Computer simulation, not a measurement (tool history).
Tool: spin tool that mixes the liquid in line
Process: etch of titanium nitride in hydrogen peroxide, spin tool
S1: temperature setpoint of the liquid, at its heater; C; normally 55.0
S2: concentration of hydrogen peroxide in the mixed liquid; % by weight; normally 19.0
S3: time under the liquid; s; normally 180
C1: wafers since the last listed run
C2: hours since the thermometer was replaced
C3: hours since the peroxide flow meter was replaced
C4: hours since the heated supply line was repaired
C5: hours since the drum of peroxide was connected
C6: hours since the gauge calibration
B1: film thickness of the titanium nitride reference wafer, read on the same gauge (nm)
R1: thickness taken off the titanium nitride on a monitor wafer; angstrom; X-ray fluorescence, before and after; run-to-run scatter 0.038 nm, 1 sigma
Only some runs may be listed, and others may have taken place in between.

run,hour,S1,S2,S3,C1,C2,C3,C4,C5,C6,B1,R1
1,0.0,55.0,19.0,255,0,600.6,95.8,2531.8,792.8,384.8,40.00,112.1
# hour 23.8: new drum of peroxide connected
2,93.7,55.0,17.5,225,716,694.3,189.5,2625.5,69.9,478.5,40.01,97.5
3,143.3,55.0,19.0,180,383,743.9,239.1,2675.1,119.5,528.1,39.99,79.2
4,217.9,55.0,19.0,180,576,818.5,313.7,2749.7,194.1,602.7,39.97,79.3
5,269.3,55.0,19.0,130,397,869.9,365.1,2801.1,245.5,654.1,39.98,57.4
6,362.5,55.0,21.5,180,719,963.1,458.3,2894.3,338.7,747.3,40.00,82.3
7,400.6,55.0,19.0,150,294,1001.2,496.4,2932.4,376.8,785.4,40.00,66.2
8,445.2,49.5,15.0,245,344,1045.8,541.0,2977.0,421.4,830.0,40.03,69.4
9,487.0,55.0,19.0,180,322,1087.6,582.8,3018.8,463.2,871.8,39.98,79.7
# hour 535.4: peroxide flow meter replaced
10,542.8,62.5,15.5,180,423,1143.4,7.4,3074.6,519.0,927.6,39.94,125.2
11,585.3,50.5,19.0,180,328,1185.9,49.9,3117.1,561.5,970.1,39.98,56.5
12,667.3,55.0,19.0,180,633,1267.9,131.9,3199.1,643.5,1052.1,39.96,78.8
13,737.7,48.5,19.0,180,543,1338.3,202.3,3269.5,713.9,1122.5,40.00,49.3
# hour 881.4: heated supply line repaired
# hour 945.9: new drum of peroxide connected
14,971.1,55.0,19.0,180,1787,1571.7,435.7,89.7,25.2,1355.9,40.02,84.1
15,1025.8,63.0,15.0,260,422,1626.4,490.4,144.4,79.9,1410.6,40.00,198.6
16,1094.8,55.0,19.0,180,533,1695.4,559.4,213.4,148.9,1479.6,39.98,82.9
17,1198.8,52.0,19.0,115,803,1799.4,663.4,317.4,252.9,1583.6,39.98,43.3
# hour 1231.6: peroxide flow meter replaced
18,1267.9,59.5,19.0,265,526,1868.5,36.3,386.5,322.0,1652.7,40.01,164.2
19,1349.8,55.0,15.0,215,632,1950.4,118.2,468.4,403.9,1734.6,40.01,93.5
20,1435.1,48.5,21.5,135,658,2035.7,203.5,553.7,489.2,1819.9,40.04,39.9
21,1510.6,48.5,21.5,135,583,2111.2,279.0,629.2,564.7,1895.4,39.99,39.7
22,1569.2,63.5,19.0,140,452,2169.8,337.6,687.8,623.3,1954.0,40.03,114.9
23,1639.6,57.5,19.0,180,543,2240.2,408.0,758.2,693.7,2024.4,40.03,98.4
24,1720.2,55.0,23.0,95,622,2320.8,488.6,838.8,774.3,2105.0,39.99,45.0
25,1772.1,45.5,23.5,255,400,2372.7,540.5,890.7,826.2,2156.9,39.99,62.2

Selected run-to-run steps in R1, each split into two signed amounts: the part the tool would show with no hidden state at all (from settings, incoming material and random variation), and the remainder, which goes to the hidden state together with any gauge scatter not common to the measured and the hidden-state-free results:
Hidden state at play: liquid hotter than its thermometer reads (K); peroxide flow above the setpoint (%); temperature lost on the way to the wafer (K); peroxide weaker than its label (%); gauge reads high (%).
Run 9 -> 10: S1 55.0 -> 62.5, S2 19.0 -> 15.5, peroxide flow meter replaced. R1 +45.5 angstrom: hidden state -3.9, all else +49.4.
Run 13 -> 14: S1 48.5 -> 55.0, heated supply line repaired, new drum of peroxide connected. R1 +34.8 angstrom: hidden state +3.6, all else +31.2.
Run 15 -> 16: S1 63.0 -> 55.0, S2 15.0 -> 19.0, S3 260 -> 180. R1 -115.7 angstrom: hidden state -1.6, all else -114.1.
Run 17 -> 18: S1 52.0 -> 59.5, S3 115 -> 265, peroxide flow meter replaced. R1 +120.9 angstrom: hidden state -1.5, all else +122.4.
